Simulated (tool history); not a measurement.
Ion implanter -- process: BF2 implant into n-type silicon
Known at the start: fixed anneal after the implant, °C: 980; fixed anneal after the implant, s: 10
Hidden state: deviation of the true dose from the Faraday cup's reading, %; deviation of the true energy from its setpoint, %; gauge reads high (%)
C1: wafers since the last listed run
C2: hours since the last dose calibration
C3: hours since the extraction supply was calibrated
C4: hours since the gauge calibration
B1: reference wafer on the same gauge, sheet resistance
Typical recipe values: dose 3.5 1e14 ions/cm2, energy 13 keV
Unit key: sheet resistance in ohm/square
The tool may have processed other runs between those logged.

run 1 hour=0 | dose=3.5 energy=13 | C1=0 C2=1793 C3=6065.8 C4=295.3 | B1=395.02 | sheet_resistance=377.83
run 2 hour=18.2 | dose=4.29 energy=13 | C1=428 C2=1811.2 C3=6084 C4=313.5 | B1=394.82 | sheet_resistance=343.9
run 3 hour=32.6 | dose=4.29 energy=13 | C1=338 C2=1825.6 C3=6098.4 C4=327.9 | B1=394.98 | sheet_resistance=343.4
run 4 hour=49.5 | dose=2.75 energy=13 | C1=397 C2=1842.5 C3=6115.3 C4=344.8 | B1=394.94 | sheet_resistance=439.36
run 5 hour=77.3 | dose=2.75 energy=13 | C1=654 C2=1870.3 C3=6143.1 C4=372.6 | B1=394.96 | sheet_resistance=439.36
run 6 hour=99.6 | dose=2.75 energy=13 | C1=524 C2=1892.6 C3=6165.4 C4=394.9 | B1=395.11 | sheet_resistance=438.59
run 7 hour=131.6 | dose=3.5 energy=10.5 | C1=753 C2=1924.6 C3=6197.4 C4=426.9 | B1=394.96 | sheet_resistance=409.11
run 8 hour=148.3 | dose=2.89 energy=13 | C1=392 C2=1941.3 C3=6214.1 C4=443.6 | B1=394.89 | sheet_resistance=425.57
run 9 hour=181.3 | dose=2.89 energy=13 | C1=776 C2=1974.3 C3=6247.1 C4=476.6 | B1=395.1 | sheet_resistance=423.59
run 10 hour=195.9 | dose=3.5 energy=12 | C1=343 C2=1988.9 C3=6261.7 C4=491.2 | B1=394.97 | sheet_resistance=391.95
run 11 hour=212.5 | dose=3.5 energy=12 | C1=390 C2=2005.5 C3=6278.3 C4=507.8 | B1=395.07 | sheet_resistance=390.74
run 12 hour=243.1 | dose=3.5 energy=12 | C1=720 C2=2036.1 C3=6308.9 C4=538.4 | B1=395.12 | sheet_resistance=389
run 13 hour=328.1 | dose=3.5 energy=15.5 | C1=2000 C2=2121.1 C3=6393.9 C4=623.4 | B1=394.99 | sheet_resistance=359.54
run 14 hour=340.8 | dose=3.5 energy=15.5 | C1=298 C2=2133.8 C3=6406.6 C4=636.1 | B1=395.12 | sheet_resistance=359.53
-- hour=373.5 Faraday cup replaced and dose calibrated
run 15 hour=374 | dose=3.5 energy=15.5 | C1=593 C2=0.5 C3=6439.8 C4=669.3 | B1=395.03 | sheet_resistance=366.37
run 16 hour=388.4 | dose=3.5 energy=9.5 | C1=338 C2=14.9 C3=6454.2 C4=683.7 | B1=394.87 | sheet_resistance=437.38
-- hour=415.4 gauge calibrated
run 17 hour=422.7 | dose=3.88 energy=17.5 | C1=807 C2=49.2 C3=6488.5 C4=7.3 | B1=395.02 | sheet_resistance=335.09
run 18 hour=455.3 | dose=3.83 energy=13 | C1=767 C2=81.8 C3=6521.1 C4=39.9 | B1=394.97 | sheet_resistance=369.45
run 19 hour=490.4 | dose=3.03 energy=10.5 | C1=825 C2=116.9 C3=6556.2 C4=75 | B1=394.93 | sheet_resistance=454.02
-- hour=505 Faraday cup replaced and dose calibrated, repeated, since the last time left the tool worse
run 20 hour=505.7 | dose=3.5 energy=11.5 | C1=171 C2=0.7 C3=6571.5 C4=90.3 | B1=395.12 | sheet_resistance=392.07
run 21 hour=526.9 | dose=4.07 energy=13 | C1=498 C2=21.9 C3=6592.7 C4=111.5 | B1=394.95 | sheet_resistance=349.69
run 22 hour=539.6 | dose=2.73 energy=9 | C1=298 C2=34.6 C3=6605.4 C4=124.2 | B1=395.11 | sheet_resistance=493.17
run 23 hour=564.4 | dose=3.83 energy=14.5 | C1=583 C2=59.4 C3=6630.2 C4=149 | B1=395.2 | sheet_resistance=344.04
run 24 hour=586.2 | dose=4.31 energy=9 | C1=513 C2=81.2 C3=6652 C4=170.8 | B1=394.97 | sheet_resistance=401.32
run 25 hour=608.3 | dose=2.65 energy=12 | C1=520 C2=103.3 C3=6674.1 C4=192.9 | B1=395.13 | sheet_resistance=453.94
-- hour=618.5 extraction supply calibrated
run 26 hour=636.9 | dose=4.29 energy=9.5 | C1=484 C2=131.9 C3=18.4 C4=221.5 | B1=395.1 | sheet_resistance=390.24
run 27 hour=655.4 | dose=3.5 energy=13 | C1=435 C2=150.4 C3=36.9 C4=240 | B1=394.94 | sheet_resistance=374.8
run 28 hour=668.4 | dose=2.93 energy=11 | C1=305 C2=163.4 C3=49.9 C4=253 | B1=395.04 | sheet_resistance=437.7
run 29 hour=691.2 | dose=4.03 energy=15 | C1=536 C2=186.2 C3=72.7 C4=275.8 | B1=395.12 | sheet_resistance=333.42
run 30 hour=720.8 | dose=3.04 energy=9.5 | C1=696 C2=215.8 C3=102.3 C4=305.4 | B1=394.82 | sheet_resistance=456.85
run 31 hour=736.6 | dose=2.46 energy=9.5 | C1=371 C2=231.6 C3=118.1 C4=321.2 | B1=395.04 | sheet_resistance=514.96
run 32 hour=750.9 | dose=3.5 energy=10.5 | C1=336 C2=245.9 C3=132.4 C4=335.5 | B1=394.97 | sheet_resistance=408.31
run 33 hour=776.4 | dose=3.5 energy=13 | C1=600 C2=271.4 C3=157.9 C4=361 | B1=394.99 | sheet_resistance=373.66
run 34 hour=790.9 | dose=3.5 energy=8.5 | C1=341 C2=285.9 C3=172.4 C4=375.5 | B1=395.13 | sheet_resistance=448.01
run 35 hour=816 | dose=4.29 energy=11 | C1=590 C2=311 C3=197.5 C4=400.6 | B1=395.04 | sheet_resistance=366.07
run 36 hour=887.2 | dose=3.5 energy=12 | C1=1675 C2=382.2 C3=268.7 C4=471.8 | B1=395 | sheet_resistance=387.43

Forecast each of these 5 alternatives for the next run:
run A hour=887.6 | dose=3.5 energy=13 | C1=9 C2=382.6 C3=269.1 C4=472.2 | B1=? | sheet_resistance=?
run B hour=887.6 | dose=4.19 energy=9 | C1=9 C2=382.6 C3=269.1 C4=472.2 | B1=? | sheet_resistance=?
run C hour=887.6 | dose=4.31 energy=12 | C1=9 C2=382.6 C3=269.1 C4=472.2 | B1=? | sheet_resistance=?
run D hour=887.6 | dose=3.2 energy=9 | C1=9 C2=382.6 C3=269.1 C4=472.2 | B1=? | sheet_resistance=?
run E hour=887.6 | dose=2.52 energy=11 | C1=9 C2=382.6 C3=269.1 C4=472.2 | B1=? | sheet_resistance=?

run=A B1=395.16 sheet_resistance=376.06
run=B B1=395.16 sheet_resistance=405.34
run=C B1=395.16 sheet_resistance=353.14
run=D B1=395.16 sheet_resistance=456.22
run=E B1=395.16 sheet_resistance=484.55
Without the tool's unlogged condition, the same runs would have read:
run=A sheet_resistance=374.31
run=B sheet_resistance=403.95
run=C sheet_resistance=351.91
run=D sheet_resistance=454.19
run=E sheet_resistance=481.64

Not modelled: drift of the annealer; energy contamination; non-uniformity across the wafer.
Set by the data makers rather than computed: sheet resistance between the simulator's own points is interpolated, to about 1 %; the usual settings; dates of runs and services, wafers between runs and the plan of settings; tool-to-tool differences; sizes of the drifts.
